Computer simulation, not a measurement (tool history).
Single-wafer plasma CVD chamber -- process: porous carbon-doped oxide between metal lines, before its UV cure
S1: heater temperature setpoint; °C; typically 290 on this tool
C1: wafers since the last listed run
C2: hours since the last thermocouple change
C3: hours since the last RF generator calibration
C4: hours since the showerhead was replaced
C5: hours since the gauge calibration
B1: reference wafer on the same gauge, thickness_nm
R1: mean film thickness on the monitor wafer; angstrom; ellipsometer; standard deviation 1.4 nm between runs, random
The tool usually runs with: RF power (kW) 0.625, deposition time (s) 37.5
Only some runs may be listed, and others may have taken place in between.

{"run": 1, "hour": 0.0, "S1": 290, "RF power (kW)": 0.7, "deposition time (s)": 37.5, "C1": 0, "C2": 267.4, "C3": 773.5, "C4": 1998.4, "C5": 1742.8, "B1": 278.097, "R1": 2645.53}
{"run": 2, "hour": 135.8, "S1": 290, "RF power (kW)": 0.625, "deposition time (s)": 39.4, "C1": 3423, "C2": 403.2, "C3": 909.3, "C4": 2134.2, "C5": 1878.6, "B1": 278.212, "R1": 2616.72}
{"run": 3, "hour": 237.2, "S1": 290, "RF power (kW)": 0.625, "deposition time (s)": 39.4, "C1": 2556, "C2": 504.6, "C3": 1010.7, "C4": 2235.6, "C5": 1980.0, "B1": 277.929, "R1": 2636.4}
{"run": 4, "hour": 332.0, "S1": 290, "RF power (kW)": 0.625, "deposition time (s)": 37.5, "C1": 2389, "C2": 599.4, "C3": 1105.5, "C4": 2330.4, "C5": 2074.8, "B1": 278.131, "R1": 2498.39}
{"run": 5, "hour": 406.8, "S1": 290, "RF power (kW)": 0.625, "deposition time (s)": 37.5, "C1": 1885, "C2": 674.2, "C3": 1180.3, "C4": 2405.2, "C5": 2149.6, "B1": 278.215, "R1": 2508.71}
{"hour": 447.0, "done": "RF generator calibrated"}
{"run": 6, "hour": 491.7, "S1": 290, "RF power (kW)": 0.625, "deposition time (s)": 42.6, "C1": 1938, "C2": 759.1, "C3": 44.7, "C4": 2490.1, "C5": 2234.5, "B1": 278.069, "R1": 2801.66}
{"run": 7, "hour": 586.9, "S1": 290, "RF power (kW)": 0.625, "deposition time (s)": 42.6, "C1": 2400, "C2": 854.3, "C3": 139.9, "C4": 2585.3, "C5": 2329.7, "B1": 278.083, "R1": 2800.87}
{"run": 8, "hour": 646.0, "S1": 290, "RF power (kW)": 0.625, "deposition time (s)": 42.6, "C1": 1489, "C2": 913.4, "C3": 199.0, "C4": 2644.4, "C5": 2388.8, "B1": 277.925, "R1": 2785.29}
{"run": 9, "hour": 751.2, "S1": 290, "RF power (kW)": 0.545, "deposition time (s)": 40.8, "C1": 2652, "C2": 1018.6, "C3": 304.2, "C4": 2749.6, "C5": 2494.0, "B1": 278.004, "R1": 2499.64}
{"run": 10, "hour": 829.4, "S1": 290, "RF power (kW)": 0.545, "deposition time (s)": 40.8, "C1": 1971, "C2": 1096.8, "C3": 382.4, "C4": 2827.8, "C5": 2572.2, "B1": 278.264, "R1": 2495.06}
{"hour": 874.7, "done": "RF generator calibrated, repeated, since the last time left the tool worse"}
{"run": 11, "hour": 919.8, "S1": 290, "RF power (kW)": 0.625, "deposition time (s)": 37.5, "C1": 2077, "C2": 1187.2, "C3": 45.1, "C4": 2918.2, "C5": 2662.6, "B1": 278.057, "R1": 2558.01}
{"run": 12, "hour": 980.4, "S1": 290, "RF power (kW)": 0.625, "deposition time (s)": 37.5, "C1": 1527, "C2": 1247.8, "C3": 105.7, "C4": 2978.8, "C5": 2723.2, "B1": 277.777, "R1": 2540.26}
{"run": 13, "hour": 1086.5, "S1": 290, "RF power (kW)": 0.625, "deposition time (s)": 37.5, "C1": 2674, "C2": 1353.9, "C3": 211.8, "C4": 3084.9, "C5": 2829.3, "B1": 278.106, "R1": 2519.45}
{"run": 14, "hour": 1144.8, "S1": 290, "RF power (kW)": 0.625, "deposition time (s)": 37.5, "C1": 1469, "C2": 1412.2, "C3": 270.1, "C4": 3143.2, "C5": 2887.6, "B1": 278.191, "R1": 2504.15}
{"hour": 1163.5, "done": "gauge calibrated"}
{"run": 15, "hour": 1246.6, "S1": 290, "RF power (kW)": 0.625, "deposition time (s)": 37.5, "C1": 2566, "C2": 1514.0, "C3": 371.9, "C4": 3245.0, "C5": 83.1, "B1": 277.871, "R1": 2515.42}
{"run": 16, "hour": 1303.8, "S1": 290, "RF power (kW)": 0.625, "deposition time (s)": 37.5, "C1": 1442, "C2": 1571.2, "C3": 429.1, "C4": 3302.2, "C5": 140.3, "B1": 278.179, "R1": 2509.34}
{"run": 17, "hour": 1380.1, "S1": 304, "RF power (kW)": 0.54, "deposition time (s)": 42.7, "C1": 1923, "C2": 1647.5, "C3": 505.4, "C4": 3378.5, "C5": 216.6, "B1": 277.978, "R1": 2468.11}
{"run": 18, "hour": 1436.4, "S1": 290, "RF power (kW)": 0.625, "deposition time (s)": 37.5, "C1": 1419, "C2": 1703.8, "C3": 561.7, "C4": 3434.8, "C5": 272.9, "B1": 277.783, "R1": 2512.23}
{"run": 19, "hour": 1491.6, "S1": 290, "RF power (kW)": 0.625, "deposition time (s)": 37.5, "C1": 1391, "C2": 1759.0, "C3": 616.9, "C4": 3490.0, "C5": 328.1, "B1": 277.828, "R1": 2532.56}
{"hour": 1532.0, "done": "showerhead replaced"}
{"run": 20, "hour": 1566.5, "S1": 276, "RF power (kW)": 0.655, "deposition time (s)": 33.0, "C1": 1686, "C2": 1833.9, "C3": 691.8, "C4": 34.5, "C5": 403.0, "B1": 278.072, "R1": 2410.46}
{"run": 21, "hour": 1626.5, "S1": 305, "RF power (kW)": 0.585, "deposition time (s)": 37.5, "C1": 1512, "C2": 1893.9, "C3": 751.8, "C4": 94.5, "C5": 463.0, "B1": 278.324, "R1": 2228.36}
{"run": 22, "hour": 1683.2, "S1": 295, "RF power (kW)": 0.705, "deposition time (s)": 41.8, "C1": 1429, "C2": 1950.6, "C3": 808.5, "C4": 151.2, "C5": 519.7, "B1": 277.752, "R1": 2839.46}
{"run": 23, "hour": 1732.4, "S1": 303, "RF power (kW)": 0.625, "deposition time (s)": 37.5, "C1": 1240, "C2": 1999.8, "C3": 857.7, "C4": 200.4, "C5": 568.9, "B1": 278.313, "R1": 2332.33}
{"run": 24, "hour": 1776.9, "S1": 280, "RF power (kW)": 0.625, "deposition time (s)": 37.5, "C1": 1121, "C2": 2044.3, "C3": 902.2, "C4": 244.9, "C5": 613.4, "B1": 277.925, "R1": 2633.9}
{"run": 25, "hour": 1832.7, "S1": 290, "RF power (kW)": 0.71, "deposition time (s)": 37.5, "C1": 1406, "C2": 2100.1, "C3": 958.0, "C4": 300.7, "C5": 669.2, "B1": 277.939, "R1": 2662.02}
{"run": 26, "hour": 1899.3, "S1": 282, "RF power (kW)": 0.625, "deposition time (s)": 35.5, "C1": 1679, "C2": 2166.7, "C3": 1024.6, "C4": 367.3, "C5": 735.8, "B1": 278.278, "R1": 2474.94}
{"hour": 2006.2, "done": "thermocouple changed; heater temperature recalibrated"}
{"hour": 2115.1, "done": "RF generator calibrated"}
{"run": 27, "hour": 2132.2, "S1": 290, "RF power (kW)": 0.625, "deposition time (s)": 37.5, "C1": 5468, "C2": 126.0, "C3": 17.1, "C4": 600.2, "C5": 968.7, "B1": 277.899, "R1": 2571.27}
{"run": 28, "hour": 2229.3, "S1": 297, "RF power (kW)": 0.625, "deposition time (s)": 37.5, "C1": 2447, "C2": 223.1, "C3": 114.2, "C4": 697.3, "C5": 1065.8, "B1": 277.768, "R1": 2422.47}
{"run": 29, "hour": 2301.4, "S1": 290, "RF power (kW)": 0.66, "deposition time (s)": 37.5, "C1": 1817, "C2": 295.2, "C3": 186.3, "C4": 769.4, "C5": 1137.9, "B1": 278.082, "R1": 2581.07}
{"run": 30, "hour": 2364.2, "S1": 277, "RF power (kW)": 0.695, "deposition time (s)": 40.0, "C1": 1583, "C2": 358.0, "C3": 249.1, "C4": 832.2, "C5": 1200.7, "B1": 277.841, "R1": 3046.07}
{"run": 31, "hour": 2451.7, "S1": 277, "RF power (kW)": 0.73, "deposition time (s)": 37.5, "C1": 2205, "C2": 445.5, "C3": 336.6, "C4": 919.7, "C5": 1288.2, "B1": 278.013, "R1": 2910.35}
{"run": 32, "hour": 2589.7, "S1": 296, "RF power (kW)": 0.625, "deposition time (s)": 41.2, "C1": 3479, "C2": 583.5, "C3": 474.6, "C4": 1057.7, "C5": 1426.2, "B1": 278.347, "R1": 2663.26}
{"run": 33, "hour": 2665.1, "S1": 290, "RF power (kW)": 0.625, "deposition time (s)": 37.5, "C1": 1900, "C2": 658.9, "C3": 550.0, "C4": 1133.1, "C5": 1501.6, "B1": 277.79, "R1": 2501.08}

A few steps of R1 between consecutive runs. Split each: what settings, incoming material and random variation would produce without the hidden state, and what is left over for the hidden state, along with gauge scatter present in only one of the two compared results (measured, and without hidden state):
The hidden state here: wafer temperature above the value expected at the setpoint (K); delivered RF power above the setpoint (%); gauge reads high (%).
Run 5 -> 6: deposition time (s) 37.5 -> 42.6, RF generator calibrated. R1 +292.95 angstrom: hidden state -47.99, all else +340.94.
Run 10 -> 11: RF power (kW) 0.545 -> 0.625, deposition time (s) 40.8 -> 37.5, RF generator calibrated, repeated, since the last time left the tool worse. R1 +62.95 angstrom: hidden state +109.19, all else -46.24.
Run 21 -> 22: S1 305 -> 295, RF power (kW) 0.585 -> 0.705, deposition time (s) 37.5 -> 41.8. R1 +611.10 angstrom: hidden state -14.51, all else +625.61.
Run 22 -> 23: S1 295 -> 303, RF power (kW) 0.705 -> 0.625, deposition time (s) 41.8 -> 37.5. R1 -507.13 angstrom: hidden state +10.11, all else -517.24.
Run 26 -> 27: S1 282 -> 290, deposition time (s) 35.5 -> 37.5, thermocouple changed; heater temperature recalibrated, RF generator calibrated. R1 +96.33 angstrom: hidden state +55.65, all else +40.68.
Run 29 -> 30: S1 290 -> 277, RF power (kW) 0.660 -> 0.695, deposition time (s) 37.5 -> 40.0. R1 +465.00 angstrom: hidden state -9.84, all else +474.84.
